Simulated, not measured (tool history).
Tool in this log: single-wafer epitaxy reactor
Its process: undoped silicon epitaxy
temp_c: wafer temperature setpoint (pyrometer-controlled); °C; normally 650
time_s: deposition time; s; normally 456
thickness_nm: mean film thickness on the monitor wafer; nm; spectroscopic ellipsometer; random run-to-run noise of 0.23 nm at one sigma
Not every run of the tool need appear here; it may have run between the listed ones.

run     day  temp_c  time_s  read-back reference wafer on the same gauge, thickness_nm  thickness_nm
  1   0.000     658     456                                                     62.287        81.281
  2   0.712     658     456                                                     62.257        81.334
  3   1.246     658     456                                                     62.284        81.397
  4   1.954     644     456                                                     62.286        56.825
  5   2.350     644     456                                                     62.264        57.189
  6   3.021     644     456                                                     62.296        57.212
  7   3.496     650     483                                                     62.319        70.717
  8   3.979     650     416                                                     62.305        60.591
  9   4.596     650     416                                                     62.252        60.532
 10   5.079     650     416                                                     62.277        60.924
 11   5.617     661     456                                                     62.314        87.403
 12   6.021     656     515                                                     62.335        86.942
 13   6.612     662     456                                                     62.355        88.864
 14   6.938     650     456                                                     62.331        66.460
      7.546  -- gauge calibrated
 15   8.625     642     498                                                     62.284        58.762
     10.779  -- pyrometer calibrated
 16  10.850     656     377                                                     62.277        72.286
 17  11.271     650     432                                                     62.316        71.712
 18  11.596     650     456                                                     62.299        75.509
 19  12.004     640     544                                                     62.320        69.588
 20  12.508     660     456                                                     62.301        96.064
 21  12.792     661     419                                                     62.234        90.653
 22  13.471     650     546                                                     62.263        89.859
 23  14.008     650     490                                                     62.264        80.227

Measured result minus the same run's result without the hidden state. Both carry the same run-to-run variation, though not necessarily the same gauge scatter:
Hidden state at play: wafer temperature above the value expected at the setpoint (K); gauge reads high (%).
run  thickness_nm
  1        -9.138
  2        -9.228
  3        -9.299
  4        -6.794
  5        -6.873
  6        -6.933
  7        -8.485
  8        -7.314
  9        -7.362
 10        -7.455
 11       -10.460
 12       -10.593
 13       -10.736
 14        -8.316
 15        -7.662
 16        +0.755
 17        +0.721
 18        +0.728
 19        +0.649
 20        +0.792
 21        +0.713
 22        +0.646
 23        +0.520

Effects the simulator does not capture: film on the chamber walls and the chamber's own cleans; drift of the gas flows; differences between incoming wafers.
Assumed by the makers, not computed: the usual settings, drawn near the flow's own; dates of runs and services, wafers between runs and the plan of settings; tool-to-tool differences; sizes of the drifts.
